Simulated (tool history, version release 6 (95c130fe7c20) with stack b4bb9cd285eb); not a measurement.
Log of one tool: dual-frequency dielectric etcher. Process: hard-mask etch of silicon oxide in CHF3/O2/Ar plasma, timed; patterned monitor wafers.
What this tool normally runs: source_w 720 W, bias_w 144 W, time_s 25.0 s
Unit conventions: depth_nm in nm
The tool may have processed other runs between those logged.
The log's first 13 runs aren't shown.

run,hour,source_w,bias_w,time_s,wafers since the last listed run,hours since the last wet clean,hours since the last source power generator calibration,hours since the last bias power generator calibration,hours since the last upper electrode change,hours since the gauge calibration,"read-back reference wafer on the same gauge, depth_nm",depth_nm
14,230.6,720,144,25.0,196,25.7,93.1,69.9,4274.9,568.8,56.70,51.24
15,236.9,720,173,32.0,94,32.0,99.4,76.2,4281.2,575.1,56.69,67.93
# hour 237.5: gauge calibrated
16,252.7,620,111,18.0,236,47.8,115.2,92.0,4297.0,15.2,56.77,34.47
17,268.4,720,144,25.0,235,63.5,130.9,107.7,4312.7,30.9,56.77,51.15
18,278.1,720,144,25.0,145,73.2,140.6,117.4,4322.4,40.6,56.86,51.02
19,292.7,720,144,25.0,218,87.8,155.2,132.0,4337.0,55.2,56.73,51.24
# hour 317.0: wet clean of the chamber, repeated, since the last time left the tool worse
# hour 320.1: upper electrode replaced
20,320.6,800,124,29.5,11,3.6,183.1,159.9,0.5,83.1,56.84,57.52
21,322.1,900,144,19.0,22,5.1,184.6,161.4,2.0,84.6,56.75,39.07
22,339.2,550,169,25.0,256,22.2,201.7,178.5,19.1,101.7,56.80,47.96
23,356.1,720,175,25.0,253,39.1,218.6,195.4,36.0,118.6,56.85,50.54
24,366.1,720,144,25.0,149,49.1,228.6,205.4,46.0,128.6,56.79,48.73
25,383.0,800,180,19.0,253,66.0,245.5,222.3,62.9,145.5,56.73,39.22
26,390.6,600,144,25.0,113,73.6,253.1,229.9,70.5,153.1,56.75,47.25
27,402.4,720,144,25.0,176,85.4,264.9,241.7,82.3,164.9,56.83,48.54
28,412.0,720,144,25.0,143,95.0,274.5,251.3,91.9,174.5,56.76,48.99
29,422.6,870,133,29.5,158,105.6,285.1,261.9,102.5,185.1,56.84,58.99
30,437.8,810,113,20.5,227,120.8,300.3,277.1,117.7,200.3,56.80,39.38
31,446.7,720,144,28.5,133,129.7,309.2,286.0,126.6,209.2,56.79,55.56

Predict each of these 3 candidate next runs independently; none follows another, all start after run 31:
A,447.1,720,144,25.0,5,130.1,309.6,286.4,127.0,209.6,?,?
B,447.1,850,144,30.5,5,130.1,309.6,286.4,127.0,209.6,?,?
C,447.1,830,170,28.5,5,130.1,309.6,286.4,127.0,209.6,?,?

run,"read-back reference wafer on the same gauge, depth_nm",depth_nm
A,56.82,48.53
B,56.82,61.23
C,56.82,58.52
Stripped of hidden state, with their random variation kept, the same runs would have yielded:
run,depth_nm
A,48.95
B,61.76
C,59.02

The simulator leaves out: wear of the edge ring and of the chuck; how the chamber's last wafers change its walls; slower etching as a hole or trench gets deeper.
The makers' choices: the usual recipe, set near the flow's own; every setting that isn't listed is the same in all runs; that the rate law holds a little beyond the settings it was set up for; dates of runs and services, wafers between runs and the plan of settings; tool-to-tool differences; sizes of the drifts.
